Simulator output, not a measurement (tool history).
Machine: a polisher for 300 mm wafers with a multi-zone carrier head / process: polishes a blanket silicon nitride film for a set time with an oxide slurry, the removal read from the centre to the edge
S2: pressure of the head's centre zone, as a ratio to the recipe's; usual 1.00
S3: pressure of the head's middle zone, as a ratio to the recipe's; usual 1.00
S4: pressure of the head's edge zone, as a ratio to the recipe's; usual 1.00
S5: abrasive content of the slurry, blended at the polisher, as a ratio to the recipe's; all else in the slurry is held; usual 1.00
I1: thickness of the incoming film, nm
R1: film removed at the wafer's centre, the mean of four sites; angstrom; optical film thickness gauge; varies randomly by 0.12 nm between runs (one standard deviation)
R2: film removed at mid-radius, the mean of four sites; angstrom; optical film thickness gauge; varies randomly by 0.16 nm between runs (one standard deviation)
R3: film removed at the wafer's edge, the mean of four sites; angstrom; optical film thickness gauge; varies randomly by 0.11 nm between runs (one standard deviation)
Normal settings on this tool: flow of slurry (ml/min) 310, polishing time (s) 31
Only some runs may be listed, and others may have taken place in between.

Run 1, hour 0.0: usual settings; I1 382.2. Result: R1 187 angstrom, R2 178 angstrom, R3 179 angstrom.
At hour 14.5: worn pad replaced by a new one.
Run 2, hour 21.9: usual settings; I1 380.6. Result: R1 195 angstrom, R2 184 angstrom, R3 187 angstrom.
Run 3, hour 55.1: usual settings; I1 383.3. Result: R1 188 angstrom, R2 177 angstrom, R3 179 angstrom.
Run 4, hour 86.0: usual settings; I1 380.4. Result: R1 186 angstrom, R2 177 angstrom, R3 180 angstrom.
Run 5, hour 118.9: usual settings; I1 381.5. Result: R1 189 angstrom, R2 179 angstrom, R3 179 angstrom.
At hour 123.7: worn pad replaced by a new one.
At hour 125.4: slurry nozzle cleaned.
At hour 144.5: carrier head's membrane replaced by a new one.
Run 6, hour 145.0: usual settings; I1 382.8. Result: R1 195 angstrom, R2 182 angstrom, R3 184 angstrom.
Run 7, hour 165.7: usual settings; I1 374.0. Result: R1 193 angstrom, R2 180 angstrom, R3 182 angstrom.
Run 8, hour 179.8: usual settings but polishing time (s) 38; I1 380.8. Result: R1 234 angstrom, R2 220 angstrom, R3 223 angstrom.
Run 9, hour 202.2: usual settings but S4 0.89, S5 0.80; I1 383.1. Result: R1 173 angstrom, R2 161 angstrom, R3 155 angstrom.
Run 10, hour 237.4: usual settings but S5 1.20; I1 382.6. Result: R1 204 angstrom, R2 195 angstrom, R3 192 angstrom.
At hour 268.2: edge zone pressure recalibrated.
At hour 269.1: worn pad replaced by a new one.
Run 11, hour 269.6: usual settings; I1 375.5. Result: R1 204 angstrom, R2 190 angstrom, R3 190 angstrom.
Run 12, hour 283.9: usual settings but S2 1.11, S5 0.85; I1 381.0. Result: R1 202 angstrom, R2 174 angstrom, R3 173 angstrom.
Run 13, hour 298.1: usual settings but S3 1.07, polishing time (s) 36; I1 372.7. Result: R1 229 angstrom, R2 223 angstrom, R3 213 angstrom.
Run 14, hour 325.8: usual settings; I1 383.5. Result: R1 195 angstrom, R2 181 angstrom, R3 181 angstrom.
At hour 336.9: centre zone pressure recalibrated.
Run 15, hour 357.0: usual settings but S3 1.10, S4 0.88, S5 0.80; I1 376.5. Result: R1 164 angstrom, R2 171 angstrom, R3 155 angstrom.
Run 16, hour 376.4: usual settings but S5 1.20; I1 382.8. Result: R1 195 angstrom, R2 192 angstrom, R3 194 angstrom.
At hour 384.4: worn pad replaced by a new one.
Run 17, hour 404.5: usual settings but S5 1.10; I1 381.0. Result: R1 196 angstrom, R2 192 angstrom, R3 191 angstrom.
Run 18, hour 425.6: usual settings but S2 0.91, S5 0.85; I1 374.8. Result: R1 161 angstrom, R2 167 angstrom, R3 171 angstrom.
Run 19, hour 442.2: usual settings but S2 0.94, polishing time (s) 41; I1 382.8. Result: R1 230 angstrom, R2 240 angstrom, R3 240 angstrom.
Run 20, hour 504.5: usual settings but S4 1.10, S5 0.70; I1 377.8. Result: R1 155 angstrom, R2 151 angstrom, R3 161 angstrom.
At hour 522.5: worn pad replaced by a new one.
Run 21, hour 531.3: usual settings but S4 0.95, polishing time (s) 35; I1 376.0. Result: R1 215 angstrom, R2 205 angstrom, R3 204 angstrom.

Each row is a separate what-if for the run after 21, all from the same tool condition, not one after another. Results?
Run A, hour 531.7: usual settings but polishing time (s) 36; I1 384.4. Result: R1 ?, R2 ?, R3 ?.
Run B, hour 531.7: usual settings but flow of slurry (ml/min) 215, S4 1.08; I1 384.4. Result: R1 ?, R2 ?, R3 ?.
Run C, hour 531.7: usual settings but S3 0.94; I1 384.4. Result: R1 ?, R2 ?, R3 ?.
Run D, hour 531.7: usual settings but flow of slurry (ml/min) 250, S5 0.75; I1 384.4. Result: R1 ?, R2 ?, R3 ?.

run   R1   R2   R3
  A  221  212  215
  B  180  174  186
  C  190  176  186
  D  163  156  160
Without the tool's hidden state the same runs would have given:
run   R1   R2   R3
  A  221  217  220
  B  181  178  190
  C  191  180  190
  D  163  160  164
